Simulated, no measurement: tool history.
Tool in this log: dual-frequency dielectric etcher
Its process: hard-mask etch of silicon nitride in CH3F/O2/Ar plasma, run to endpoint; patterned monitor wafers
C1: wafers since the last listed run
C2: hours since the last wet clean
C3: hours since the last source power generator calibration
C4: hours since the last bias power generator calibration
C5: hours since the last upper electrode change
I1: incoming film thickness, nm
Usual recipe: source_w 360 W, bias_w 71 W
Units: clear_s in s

{"run": 1, "hour": 0.0, "source_w": 360, "bias_w": 71, "C1": 0, "C2": 267.1, "C3": 3790.6, "C4": 2195.8, "C5": 2243.2, "I1": 37.91, "clear_s": 62.1}
{"run": 2, "hour": 38.6, "source_w": 360, "bias_w": 71, "C1": 361, "C2": 305.7, "C3": 3829.2, "C4": 2234.4, "C5": 2281.8, "I1": 37.35, "clear_s": 60.7}
{"run": 3, "hour": 111.2, "source_w": 360, "bias_w": 71, "C1": 679, "C2": 378.3, "C3": 3901.8, "C4": 2307, "C5": 2354.4, "I1": 37.61, "clear_s": 60}
{"run": 4, "hour": 156.0, "source_w": 320, "bias_w": 71, "C1": 419, "C2": 423.1, "C3": 3946.6, "C4": 2351.8, "C5": 2399.2, "I1": 37.29, "clear_s": 62.4}
{"run": 5, "hour": 212.1, "source_w": 320, "bias_w": 71, "C1": 525, "C2": 479.2, "C3": 4002.7, "C4": 2407.9, "C5": 2455.3, "I1": 37.86, "clear_s": 62.3}
{"run": 6, "hour": 255.2, "source_w": 320, "bias_w": 71, "C1": 403, "C2": 522.3, "C3": 4045.8, "C4": 2451, "C5": 2498.4, "I1": 37.68, "clear_s": 62.9}
{"run": 7, "hour": 291.4, "source_w": 360, "bias_w": 71, "C1": 338, "C2": 558.5, "C3": 4082, "C4": 2487.2, "C5": 2534.6, "I1": 37.7, "clear_s": 60}
{"run": 8, "hour": 337.4, "source_w": 360, "bias_w": 71, "C1": 430, "C2": 604.5, "C3": 4128, "C4": 2533.2, "C5": 2580.6, "I1": 37.23, "clear_s": 59.2}
{"hour": 370.2, "done": "wet clean of the chamber"}
{"run": 9, "hour": 439.5, "source_w": 360, "bias_w": 71, "C1": 731, "C2": 69.3, "C3": 4230.1, "C4": 2635.3, "C5": 2682.7, "I1": 37.58, "clear_s": 61.5}
{"run": 10, "hour": 538.7, "source_w": 360, "bias_w": 71, "C1": 928, "C2": 168.5, "C3": 4329.3, "C4": 2734.5, "C5": 2781.9, "I1": 37.22, "clear_s": 61.4}
{"run": 11, "hour": 581.2, "source_w": 360, "bias_w": 71, "C1": 397, "C2": 211, "C3": 4371.8, "C4": 2777, "C5": 2824.4, "I1": 37.39, "clear_s": 61}
{"run": 12, "hour": 644.4, "source_w": 360, "bias_w": 77, "C1": 591, "C2": 274.2, "C3": 4435, "C4": 2840.2, "C5": 2887.6, "I1": 37.37, "clear_s": 59}
{"run": 13, "hour": 733.3, "source_w": 360, "bias_w": 77, "C1": 832, "C2": 363.1, "C3": 4523.9, "C4": 2929.1, "C5": 2976.5, "I1": 37.5, "clear_s": 58.9}
{"hour": 759.0, "done": "upper electrode replaced"}
{"run": 14, "hour": 828.0, "source_w": 360, "bias_w": 71, "C1": 661, "C2": 457.8, "C3": 4618.6, "C4": 3023.8, "C5": 69, "I1": 36.8, "clear_s": 58.1}

What does the tool deliver on the next run?
{"run": 15, "hour": 934.4, "source_w": 340, "bias_w": 79, "C1": 996, "C2": 564.2, "C3": 4725, "C4": 3130.2, "C5": 175.4, "I1": 36.91, "clear_s": "?"}

{"run 15": {"clear_s": 56.8}}
Without the tool's hidden state the same run would have given clear_s 59.8 s.
